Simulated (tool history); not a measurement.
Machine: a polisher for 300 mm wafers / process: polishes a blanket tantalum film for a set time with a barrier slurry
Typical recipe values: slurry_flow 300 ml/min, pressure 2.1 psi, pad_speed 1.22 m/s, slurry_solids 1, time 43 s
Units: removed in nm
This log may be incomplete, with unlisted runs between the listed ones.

run,day,slurry_flow,pressure,pad_speed,slurry_solids,time,"incoming thickness of the incoming film, nm",removed
1,0,300,2.1,1.22,1,43,263,90.1
2,0.288,300,2.1,1.22,1,43,259.6,91
3,0.55,370,2.1,1.22,1,43,258.9,93
# day 0.708: slurry nozzle cleaned
4,1.321,300,2.1,1.22,1.2,34,258.6,81.5
5,1.908,300,2.1,1.22,1.2,34,262,80.5
# day 2.229: slurry blender recalibrated
6,2.492,300,2.1,1.22,1.2,34,262.9,81.2
7,4.033,300,2.1,1.22,1,43,261.9,92.1
8,4.304,300,2.1,1.22,1,43,260.1,92.2
# day 5.125: worn pad replaced by a new one
9,5.592,300,2.1,1.22,1,43,265.9,93.4
10,5.9,300,1.6,1.02,1.25,55,260.4,90.2
11,6.583,300,2.1,1.22,0.9,43,259.3,88.5
12,7.258,300,2.1,1.22,1,43,259.7,93.4
13,8.004,300,2.1,1.22,1,43,257.5,92.6
14,8.288,330,2.1,1.1,1,43,261.5,87.2
15,8.892,300,2.7,0.94,1,49,261.8,116.2
16,10.996,300,2.1,1.38,1.1,43,258.7,101.6
17,11.646,225,2.1,1.22,1.15,30,259.7,63.1
18,12.012,300,2.1,0.9,1,43,260.2,74.4
# day 12.304: head pressure recalibrated
19,12.333,300,2.1,1.22,1,43,257.6,89
# day 12.812: worn pad replaced by a new one
20,12.871,230,2.1,0.88,1,43,256.4,72.4
21,13.183,300,1.7,1.54,1.3,56,256.8,126.6
22,13.575,300,2.1,1.22,1,43,257.5,90.7
23,13.875,300,2.1,1.22,1,56,261.2,119
24,14.25,345,2.1,0.98,1.1,48,259.8,94.5
25,14.621,300,2.1,1.22,1,43,261.8,90.4
26,14.933,300,1.4,1.22,1,43,255.3,59.5
27,15.612,220,2.1,1.22,1,43,262,85.6
28,15.942,300,2.1,1.22,1,43,261.4,90.3
# day 16.138: slurry blender recalibrated
29,16.596,300,2.1,1.22,1,43,256.6,90.3
30,18.771,300,2.1,1.22,1,29,258.8,59.4

Each run again, without the hidden state but with its own random variation kept:
The tool's hidden condition here consists of: removal rate lost through wear of the pad, %; slurry flow missing at the pad, %; deviation of the head's pressure from its setpoint, %; abrasive missing from the slurry, %.
run,removed
1,96.5
2,97.5
3,98.7
4,82.7
5,82.1
6,83.4
7,96.1
8,96.5
9,95.8
10,92.6
11,91.2
12,96.7
13,96.3
14,90.7
15,121.8
16,108.7
17,68.9
18,80.6
19,96.7
20,77.3
21,133.4
22,95.7
23,125.8
24,99.4
25,95.8
26,63.1
27,92.8
28,96.4
29,96.8
30,64.9
